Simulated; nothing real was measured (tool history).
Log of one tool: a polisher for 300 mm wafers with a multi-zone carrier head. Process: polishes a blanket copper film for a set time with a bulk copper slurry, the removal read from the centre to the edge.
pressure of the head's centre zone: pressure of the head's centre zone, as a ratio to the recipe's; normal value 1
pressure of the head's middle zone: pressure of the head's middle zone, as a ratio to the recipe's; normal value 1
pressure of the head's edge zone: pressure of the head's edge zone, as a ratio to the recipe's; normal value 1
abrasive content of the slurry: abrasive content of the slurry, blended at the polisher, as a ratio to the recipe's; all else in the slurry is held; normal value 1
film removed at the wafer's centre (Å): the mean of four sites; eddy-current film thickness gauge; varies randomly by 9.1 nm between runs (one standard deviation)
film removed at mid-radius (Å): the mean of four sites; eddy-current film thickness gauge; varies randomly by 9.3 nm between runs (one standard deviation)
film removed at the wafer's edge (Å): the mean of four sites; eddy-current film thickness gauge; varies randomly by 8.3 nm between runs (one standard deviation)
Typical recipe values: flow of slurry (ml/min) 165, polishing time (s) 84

| run | hour | flow of slurry (ml/min) | pressure of the head's centre zone | pressure of the head's middle zone | pressure of the head's edge zone | abrasive content of the slurry | polishing time (s) | incoming thickness of the incoming film, nm | film removed at the wafer's centre (Å) | film removed at mid-radius (Å) | film removed at the wafer's edge (Å) |
|---|---|---|---|---|---|---|---|---|---|---|---|
| 1 | 0 | 165 | 0.96 | 1 | 1 | 1 | 84 | 2823.9 | 6211 | 6653 | 6790 |
| 2 | 42.7 | 165 | 1 | 1.07 | 1 | 1 | 84 | 2852.8 | 6513 | 7189 | 6815 |
|  | 48.9 | edge zone pressure recalibrated |
| 3 | 109.7 | 165 | 1 | 1.07 | 1 | 1 | 84 | 2779.7 | 6366 | 7218 | 6734 |
| 4 | 139.2 | 165 | 1.09 | 1 | 1 | 1 | 84 | 2846.9 | 6909 | 6741 | 6838 |
|  | 158.2 | worn pad replaced by a new one, of another model than before |
| 5 | 182.3 | 110 | 1 | 1.07 | 1 | 1 | 84 | 2824.8 | 4903 | 5749 | 5822 |
| 6 | 225 | 165 | 1 | 1 | 1 | 1 | 84 | 2760.5 | 5983 | 6767 | 6849 |
|  | 260.3 | carrier head's membrane replaced by a new one |
| 7 | 291.8 | 165 | 1 | 1.1 | 1.04 | 1 | 84 | 2801.7 | 5815 | 7375 | 6812 |
|  | 329.5 | centre zone pressure recalibrated |
| 8 | 330 | 165 | 1 | 1 | 1.09 | 1 | 84 | 2809.8 | 6661 | 6829 | 7184 |
| 9 | 381.1 | 145 | 1.07 | 1 | 1 | 0.9 | 69 | 2785.4 | 5317 | 4904 | 5278 |
| 10 | 431.3 | 130 | 1 | 1 | 1 | 1 | 84 | 2784.8 | 6090 | 6119 | 6525 |
|  | 472.6 | slurry nozzle cleaned |
| 11 | 523.1 | 165 | 1 | 1 | 1 | 1 | 84 | 2796.6 | 6761 | 6766 | 6953 |
|  | 544.4 | worn pad replaced by a new one |
| 12 | 555.9 | 165 | 1 | 1 | 1 | 1 | 104 | 2734.8 | 8400 | 8481 | 8483 |
| 13 | 601.2 | 165 | 1 | 1 | 1 | 1 | 101 | 2789.3 | 8064 | 8005 | 8194 |
| 14 | 669.7 | 120 | 1 | 1 | 0.93 | 1 | 92 | 2784 | 6087 | 6484 | 6640 |
| 15 | 734.9 | 165 | 1 | 1 | 1 | 0.85 | 84 | 2745.5 | 5996 | 6212 | 6354 |
| 16 | 805.5 | 165 | 1 | 1 | 1 | 1 | 84 | 2847.1 | 6462 | 6692 | 6787 |
|  | 849.5 | worn pad replaced by a new one |
| 17 | 850 | 145 | 1 | 1 | 1 | 1 | 84 | 2796.6 | 5900 | 6474 | 6540 |
| 18 | 901.4 | 165 | 1 | 1 | 1.09 | 1 | 107 | 2783.9 | 7826 | 8518 | 9216 |
|  | 915.7 | edge zone pressure recalibrated |
| 19 | 945.9 | 165 | 1 | 1 | 1 | 1 | 108 | 2795.3 | 7677 | 8554 | 8650 |
| 20 | 972.7 | 185 | 1 | 1 | 0.89 | 0.75 | 84 | 2805 | 5441 | 6223 | 5947 |
|  | 998.5 | centre zone pressure recalibrated |
| 21 | 1014.8 | 165 | 1 | 1 | 1.03 | 1 | 84 | 2810.1 | 6639 | 6671 | 6899 |

Here are 4 independent what-if runs from the current tool condition. What would each one return?
| A | 1015.2 | 165 | 1 | 1 | 1 | 1 | 84 | 2805.3 | ? | ? | ? |
| B | 1015.2 | 165 | 0.92 | 1 | 1 | 1 | 84 | 2805.3 | ? | ? | ? |
| C | 1015.2 | 165 | 1 | 1 | 1 | 1.25 | 84 | 2805.3 | ? | ? | ? |
| D | 1015.2 | 165 | 1.09 | 1 | 1 | 1 | 74 | 2805.3 | ? | ? | ? |

| run | film removed at the wafer's centre (Å) | film removed at mid-radius (Å) | film removed at the wafer's edge (Å) |
|---|---|---|---|
| A | 6732 | 6521 | 6911 |
| B | 6189 | 6524 | 6911 |
| C | 7274 | 7046 | 7468 |
| D | 6468 | 5742 | 6088 |
Without the tool's hidden state the same runs would have given:
| run | film removed at the wafer's centre (Å) | film removed at mid-radius (Å) | film removed at the wafer's edge (Å) |
|---|---|---|---|
| A | 6681 | 6521 | 6911 |
| B | 6142 | 6524 | 6911 |
| C | 7219 | 7047 | 7468 |
| D | 6419 | 5742 | 6088 |

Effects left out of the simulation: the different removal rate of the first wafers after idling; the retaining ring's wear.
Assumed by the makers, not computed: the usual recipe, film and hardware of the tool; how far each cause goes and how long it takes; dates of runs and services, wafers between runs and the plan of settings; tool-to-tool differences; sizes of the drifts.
